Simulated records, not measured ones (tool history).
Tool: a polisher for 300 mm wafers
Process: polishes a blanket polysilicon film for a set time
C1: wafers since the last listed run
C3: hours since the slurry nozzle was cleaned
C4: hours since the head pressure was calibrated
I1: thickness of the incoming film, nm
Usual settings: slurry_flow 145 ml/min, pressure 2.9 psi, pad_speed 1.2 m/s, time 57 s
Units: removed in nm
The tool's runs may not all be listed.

{"run": 1, "hour": 0.0, "slurry_flow": 145, "pressure": 2.9, "pad_speed": 1.2, "time": 57, "C1": 0, "wafers polished on this pad": 551, "C3": 138.6, "C4": 767.3, "I1": 1673.6, "removed": 489.7}
{"run": 2, "hour": 11.4, "slurry_flow": 145, "pressure": 3.6, "pad_speed": 0.92, "time": 57, "C1": 102, "wafers polished on this pad": 654, "C3": 150, "C4": 778.7, "I1": 1676.3, "removed": 440.8}
{"run": 3, "hour": 26.9, "slurry_flow": 145, "pressure": 3.6, "pad_speed": 0.92, "time": 57, "C1": 140, "wafers polished on this pad": 794, "C3": 165.5, "C4": 794.2, "I1": 1704.2, "removed": 440.3}
{"run": 4, "hour": 41.5, "slurry_flow": 145, "pressure": 3.6, "pad_speed": 0.92, "time": 57, "C1": 131, "wafers polished on this pad": 926, "C3": 180.1, "C4": 808.8, "I1": 1714, "removed": 449.1}
{"run": 5, "hour": 53.5, "slurry_flow": 145, "pressure": 2.9, "pad_speed": 1.2, "time": 50, "C1": 108, "wafers polished on this pad": 1035, "C3": 192.1, "C4": 820.8, "I1": 1688.6, "removed": 424.9}
{"hour": 64.2, "done": "worn pad replaced by a new one"}
{"run": 6, "hour": 86.6, "slurry_flow": 145, "pressure": 2.2, "pad_speed": 1.52, "time": 57, "C1": 262, "wafers polished on this pad": 202, "C3": 225.2, "C4": 853.9, "I1": 1677.1, "removed": 500.9}
{"run": 7, "hour": 95.9, "slurry_flow": 145, "pressure": 2.9, "pad_speed": 1.2, "time": 49, "C1": 84, "wafers polished on this pad": 286, "C3": 234.5, "C4": 863.2, "I1": 1664.5, "removed": 420.6}
{"hour": 108.3, "done": "head pressure recalibrated"}
{"run": 8, "hour": 110.9, "slurry_flow": 145, "pressure": 2.9, "pad_speed": 1.2, "time": 49, "C1": 117, "wafers polished on this pad": 404, "C3": 249.5, "C4": 2.6, "I1": 1679.4, "removed": 419.6}
{"run": 9, "hour": 117.3, "slurry_flow": 145, "pressure": 2.9, "pad_speed": 1.2, "time": 49, "C1": 57, "wafers polished on this pad": 462, "C3": 255.9, "C4": 9, "I1": 1662.9, "removed": 416.4}
{"run": 10, "hour": 124.9, "slurry_flow": 145, "pressure": 2.9, "pad_speed": 1.2, "time": 57, "C1": 68, "wafers polished on this pad": 530, "C3": 263.5, "C4": 16.6, "I1": 1706.4, "removed": 485.4}
{"run": 11, "hour": 142.1, "slurry_flow": 145, "pressure": 2.9, "pad_speed": 1.2, "time": 57, "C1": 155, "wafers polished on this pad": 686, "C3": 280.7, "C4": 33.8, "I1": 1660.2, "removed": 481.4}
{"run": 12, "hour": 157.9, "slurry_flow": 145, "pressure": 2.9, "pad_speed": 1.2, "time": 57, "C1": 142, "wafers polished on this pad": 828, "C3": 296.5, "C4": 49.6, "I1": 1679.2, "removed": 491.9}
{"hour": 167.4, "done": "slurry nozzle cleaned"}
{"run": 13, "hour": 169.1, "slurry_flow": 145, "pressure": 2.9, "pad_speed": 1.2, "time": 57, "C1": 92, "wafers polished on this pad": 920, "C3": 1.7, "C4": 60.8, "I1": 1675.7, "removed": 489}
{"run": 14, "hour": 184.9, "slurry_flow": 145, "pressure": 2.9, "pad_speed": 1.2, "time": 57, "C1": 142, "wafers polished on this pad": 1063, "C3": 17.5, "C4": 76.6, "I1": 1658, "removed": 489.6}
{"run": 15, "hour": 202.2, "slurry_flow": 105, "pressure": 3.9, "pad_speed": 0.88, "time": 67, "C1": 156, "wafers polished on this pad": 1219, "C3": 34.8, "C4": 93.9, "I1": 1680.9, "removed": 496.7}
{"hour": 213.7, "done": "worn pad replaced by a new one"}
{"run": 16, "hour": 214.2, "slurry_flow": 145, "pressure": 3.6, "pad_speed": 1.36, "time": 57, "C1": 72, "wafers polished on this pad": 4, "C3": 46.8, "C4": 105.9, "I1": 1693.6, "removed": 637.1}
{"run": 17, "hour": 219.8, "slurry_flow": 195, "pressure": 2.9, "pad_speed": 1.48, "time": 76, "C1": 50, "wafers polished on this pad": 54, "C3": 52.4, "C4": 111.5, "I1": 1653, "removed": 836.2}
{"run": 18, "hour": 231.2, "slurry_flow": 145, "pressure": 2.9, "pad_speed": 1.2, "time": 39, "C1": 102, "wafers polished on this pad": 157, "C3": 63.8, "C4": 122.9, "I1": 1665.2, "removed": 336.1}
{"run": 19, "hour": 239.3, "slurry_flow": 145, "pressure": 2.9, "pad_speed": 1.2, "time": 57, "C1": 73, "wafers polished on this pad": 230, "C3": 71.9, "C4": 131, "I1": 1698.9, "removed": 487}
{"run": 20, "hour": 252.9, "slurry_flow": 105, "pressure": 3.9, "pad_speed": 0.88, "time": 67, "C1": 122, "wafers polished on this pad": 353, "C3": 85.5, "C4": 144.6, "I1": 1682.5, "removed": 504.4}
{"run": 21, "hour": 260.0, "slurry_flow": 145, "pressure": 3.8, "pad_speed": 1.2, "time": 57, "C1": 64, "wafers polished on this pad": 417, "C3": 92.6, "C4": 151.7, "I1": 1661.3, "removed": 587.2}
{"run": 22, "hour": 274.4, "slurry_flow": 105, "pressure": 3.2, "pad_speed": 1.58, "time": 57, "C1": 130, "wafers polished on this pad": 547, "C3": 107, "C4": 166.1, "I1": 1659.4, "removed": 613.9}
{"run": 23, "hour": 280.5, "slurry_flow": 145, "pressure": 2.9, "pad_speed": 1.2, "time": 57, "C1": 55, "wafers polished on this pad": 603, "C3": 113.1, "C4": 172.2, "I1": 1673.2, "removed": 483}
{"run": 24, "hour": 297.7, "slurry_flow": 180, "pressure": 3.6, "pad_speed": 1.2, "time": 46, "C1": 155, "wafers polished on this pad": 758, "C3": 130.3, "C4": 189.4, "I1": 1658.3, "removed": 466.9}
{"run": 25, "hour": 313.7, "slurry_flow": 145, "pressure": 3.6, "pad_speed": 1.2, "time": 57, "C1": 144, "wafers polished on this pad": 902, "C3": 146.3, "C4": 205.4, "I1": 1679, "removed": 568.1}
{"run": 26, "hour": 320.9, "slurry_flow": 145, "pressure": 2.9, "pad_speed": 1.2, "time": 57, "C1": 65, "wafers polished on this pad": 967, "C3": 153.5, "C4": 212.6, "I1": 1684.9, "removed": 481.8}
{"run": 27, "hour": 332.9, "slurry_flow": 195, "pressure": 2.9, "pad_speed": 0.98, "time": 57, "C1": 108, "wafers polished on this pad": 1076, "C3": 165.5, "C4": 224.6, "I1": 1669.1, "removed": 420.1}
{"run": 28, "hour": 346.9, "slurry_flow": 115, "pressure": 2.9, "pad_speed": 0.82, "time": 72, "C1": 126, "wafers polished on this pad": 1202, "C3": 179.5, "C4": 238.6, "I1": 1681, "removed": 413.2}
{"hour": 352.7, "done": "worn pad replaced by a new one"}
{"run": 29, "hour": 353.6, "slurry_flow": 185, "pressure": 2.9, "pad_speed": 1.34, "time": 70, "C1": 24, "wafers polished on this pad": 7, "C3": 186.2, "C4": 245.3, "I1": 1704, "removed": 694.8}

How the hidden state differs across the entries between the runs, from the last listed run before each to the first after it:
Between runs 5 and 6: worn pad replaced by a new one (hour 64.2)
  no hidden state differs between the two runs
Between runs 7 and 8: head pressure recalibrated (hour 108.3)
  no hidden state differs between the two runs
Between runs 12 and 13: slurry nozzle cleaned (hour 167.4)
  no hidden state differs between the two runs
Between runs 15 and 16: worn pad replaced by a new one (hour 213.7)
  no hidden state differs between the two runs
Between runs 28 and 29: worn pad replaced by a new one (hour 352.7)
  no hidden state differs between the two runs
